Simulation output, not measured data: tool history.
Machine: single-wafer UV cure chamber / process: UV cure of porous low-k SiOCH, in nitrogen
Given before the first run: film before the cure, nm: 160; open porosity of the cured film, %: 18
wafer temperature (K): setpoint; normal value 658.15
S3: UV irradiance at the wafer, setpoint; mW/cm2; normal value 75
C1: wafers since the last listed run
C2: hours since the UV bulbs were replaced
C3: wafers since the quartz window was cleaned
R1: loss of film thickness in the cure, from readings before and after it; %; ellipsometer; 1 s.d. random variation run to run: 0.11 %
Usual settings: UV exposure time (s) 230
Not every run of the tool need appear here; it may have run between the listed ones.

{"run": 1, "hour": 0.0, "wafer temperature (K)": 658.15, "UV exposure time (s)": 230, "S3": 75, "C1": 0, "C2": 1244.8, "C3": 1361, "R1": 9.809}
{"run": 2, "hour": 19.0, "wafer temperature (K)": 672.15, "UV exposure time (s)": 230, "S3": 75, "C1": 114, "C2": 1263.8, "C3": 1475, "R1": 9.96}
{"run": 3, "hour": 40.8, "wafer temperature (K)": 672.15, "UV exposure time (s)": 230, "S3": 75, "C1": 131, "C2": 1285.6, "C3": 1606, "R1": 9.699}
{"run": 4, "hour": 74.4, "wafer temperature (K)": 672.15, "UV exposure time (s)": 230, "S3": 75, "C1": 202, "C2": 1319.2, "C3": 1809, "R1": 9.921}
{"run": 5, "hour": 98.8, "wafer temperature (K)": 658.15, "UV exposure time (s)": 230, "S3": 75, "C1": 147, "C2": 1343.6, "C3": 1956, "R1": 9.825}
{"run": 6, "hour": 120.9, "wafer temperature (K)": 658.15, "UV exposure time (s)": 230, "S3": 75, "C1": 133, "C2": 1365.7, "C3": 2089, "R1": 9.458}
{"run": 7, "hour": 152.9, "wafer temperature (K)": 658.15, "UV exposure time (s)": 230, "S3": 75, "C1": 192, "C2": 1397.7, "C3": 2282, "R1": 9.682}
{"run": 8, "hour": 188.0, "wafer temperature (K)": 658.15, "UV exposure time (s)": 230, "S3": 75, "C1": 211, "C2": 1432.8, "C3": 2493, "R1": 9.382}
{"run": 9, "hour": 206.3, "wafer temperature (K)": 658.15, "UV exposure time (s)": 185, "S3": 43, "C1": 110, "C2": 1451.1, "C3": 2604, "R1": 6.53}
{"run": 10, "hour": 223.4, "wafer temperature (K)": 658.15, "UV exposure time (s)": 185, "S3": 43, "C1": 103, "C2": 1468.2, "C3": 2707, "R1": 6.618}
{"run": 11, "hour": 250.8, "wafer temperature (K)": 658.15, "UV exposure time (s)": 230, "S3": 75, "C1": 165, "C2": 1495.6, "C3": 2872, "R1": 9.671}
{"run": 12, "hour": 264.6, "wafer temperature (K)": 658.15, "UV exposure time (s)": 230, "S3": 75, "C1": 83, "C2": 1509.4, "C3": 2955, "R1": 9.709}
{"run": 13, "hour": 294.1, "wafer temperature (K)": 658.15, "UV exposure time (s)": 230, "S3": 66, "C1": 177, "C2": 1538.9, "C3": 3133, "R1": 9.088}
{"run": 14, "hour": 326.1, "wafer temperature (K)": 658.15, "UV exposure time (s)": 230, "S3": 66, "C1": 192, "C2": 1570.9, "C3": 3326, "R1": 8.895}
{"run": 15, "hour": 359.5, "wafer temperature (K)": 658.15, "UV exposure time (s)": 230, "S3": 75, "C1": 201, "C2": 1604.3, "C3": 3527, "R1": 9.482}
{"run": 16, "hour": 382.6, "wafer temperature (K)": 658.15, "UV exposure time (s)": 230, "S3": 85, "C1": 139, "C2": 1627.4, "C3": 3666, "R1": 10.116}
{"run": 17, "hour": 401.9, "wafer temperature (K)": 658.15, "UV exposure time (s)": 125, "S3": 49, "C1": 116, "C2": 1646.7, "C3": 3783, "R1": 5.532}
{"run": 18, "hour": 434.7, "wafer temperature (K)": 640.15, "UV exposure time (s)": 180, "S3": 96, "C1": 197, "C2": 1679.5, "C3": 3980, "R1": 9.352}
{"hour": 482.6, "done": "quartz window cleaned"}
{"run": 19, "hour": 483.1, "wafer temperature (K)": 640.15, "UV exposure time (s)": 230, "S3": 75, "C1": 243, "C2": 1727.9, "C3": 2, "R1": 9.893}
{"run": 20, "hour": 533.1, "wafer temperature (K)": 642.15, "UV exposure time (s)": 230, "S3": 110, "C1": 301, "C2": 1777.9, "C3": 304, "R1": 11.319}
{"hour": 586.4, "done": "UV bulbs replaced"}
{"run": 21, "hour": 596.7, "wafer temperature (K)": 649.15, "UV exposure time (s)": 230, "S3": 75, "C1": 335, "C2": 10.3, "C3": 639, "R1": 9.676}
{"run": 22, "hour": 632.7, "wafer temperature (K)": 673.15, "UV exposure time (s)": 230, "S3": 75, "C1": 216, "C2": 46.3, "C3": 856, "R1": 10.245}
{"run": 23, "hour": 650.7, "wafer temperature (K)": 658.15, "UV exposure time (s)": 285, "S3": 57, "C1": 108, "C2": 64.3, "C3": 964, "R1": 9.566}
{"run": 24, "hour": 680.2, "wafer temperature (K)": 658.15, "UV exposure time (s)": 230, "S3": 75, "C1": 177, "C2": 93.8, "C3": 1142, "R1": 9.94}
{"run": 25, "hour": 711.2, "wafer temperature (K)": 648.15, "UV exposure time (s)": 305, "S3": 60, "C1": 186, "C2": 124.8, "C3": 1329, "R1": 9.798}
{"run": 26, "hour": 731.9, "wafer temperature (K)": 678.15, "UV exposure time (s)": 140, "S3": 75, "C1": 124, "C2": 145.5, "C3": 1454, "R1": 8.045}
{"run": 27, "hour": 760.6, "wafer temperature (K)": 642.15, "UV exposure time (s)": 285, "S3": 52, "C1": 172, "C2": 174.2, "C3": 1627, "R1": 8.88}
{"run": 28, "hour": 785.0, "wafer temperature (K)": 670.15, "UV exposure time (s)": 280, "S3": 101, "C1": 147, "C2": 198.6, "C3": 1774, "R1": 12.261}

What the log doesn't show, run by run:
lamp output below its setpoint, %: 0 across all the runs
H1: transmission lost against a clean window, %
run=1 H1=10.1
run=2 H1=10.6
run=3 H1=11.1
run=4 H1=11.8
run=5 H1=12.3
run=6 H1=12.6
run=7 H1=13.1
run=8 H1=13.6
run=9 H1=13.8
run=10 H1=14
run=11 H1=14.3
run=12 H1=14.4
run=13 H1=14.6
run=14 H1=14.9
run=15 H1=15.1
run=16 H1=15.2
run=17 H1=15.3
run=18 H1=15.5
run=19 H1=1.04
run=20 H1=4.03
run=21 H1=7.06
run=22 H1=8.46
run=23 H1=9.08
run=24 H1=10
run=25 H1=10.9
run=26 H1=11.4
run=27 H1=12
run=28 H1=12.5
